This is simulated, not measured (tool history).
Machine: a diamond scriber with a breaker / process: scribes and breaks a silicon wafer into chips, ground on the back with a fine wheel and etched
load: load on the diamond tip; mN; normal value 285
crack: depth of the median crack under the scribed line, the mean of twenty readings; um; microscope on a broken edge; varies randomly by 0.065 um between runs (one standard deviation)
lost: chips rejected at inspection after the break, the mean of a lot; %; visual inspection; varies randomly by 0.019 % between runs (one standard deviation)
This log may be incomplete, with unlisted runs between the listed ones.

run	hour	load	incoming depth of the damage left on the back of the incoming wafer, um	crack	lost
1	0	228	0.3	5.77	25.41
2	68.5	340	0.57	8.76	3.43
3	168.1	340	0.48	8.59	3.23
4	208.8	352	0.64	8.89	5.11
5	302.3	352	0.4	8.87	4.66
# hour 386.9: load on the tip recalibrated
6	407.4	285	0.59	7.11	2.82
# hour 450.3: diamond tip replaced by a new one
7	500.5	285	0.43	6.61	9.31
8	584.8	247	0.63	5.46	29.76
# hour 596.3: diamond tip replaced by a new one, repeated, since the last time left the tool worse
9	642	206	0.74	5.32	35.66
10	678.5	258	0.37	6.93	5.35
11	720.2	336	0.55	8.98	5.25
12	765.4	327	0.38	8.54	3.1
13	871.2	228	0.35	5.74	24.94
14	934.6	322	0.75	8.31	1.57

Branching from run 14: 4 alternative next runs. What would each branch give?
A	935.2	208	0.78	?	?
B	935.2	201	0.78	?	?
C	935.2	368	0.78	?	?
D	935.2	210	0.78	?	?

run	crack	lost
A	5.12	41.1
B	4.89	47.53
C	9.41	9.69
D	5.18	39.33
Without the tool's unlogged condition, the same runs would have read:
run	crack	lost
A	5.47	31.72
B	5.23	38.15
C	10.05	16.71
D	5.53	29.98

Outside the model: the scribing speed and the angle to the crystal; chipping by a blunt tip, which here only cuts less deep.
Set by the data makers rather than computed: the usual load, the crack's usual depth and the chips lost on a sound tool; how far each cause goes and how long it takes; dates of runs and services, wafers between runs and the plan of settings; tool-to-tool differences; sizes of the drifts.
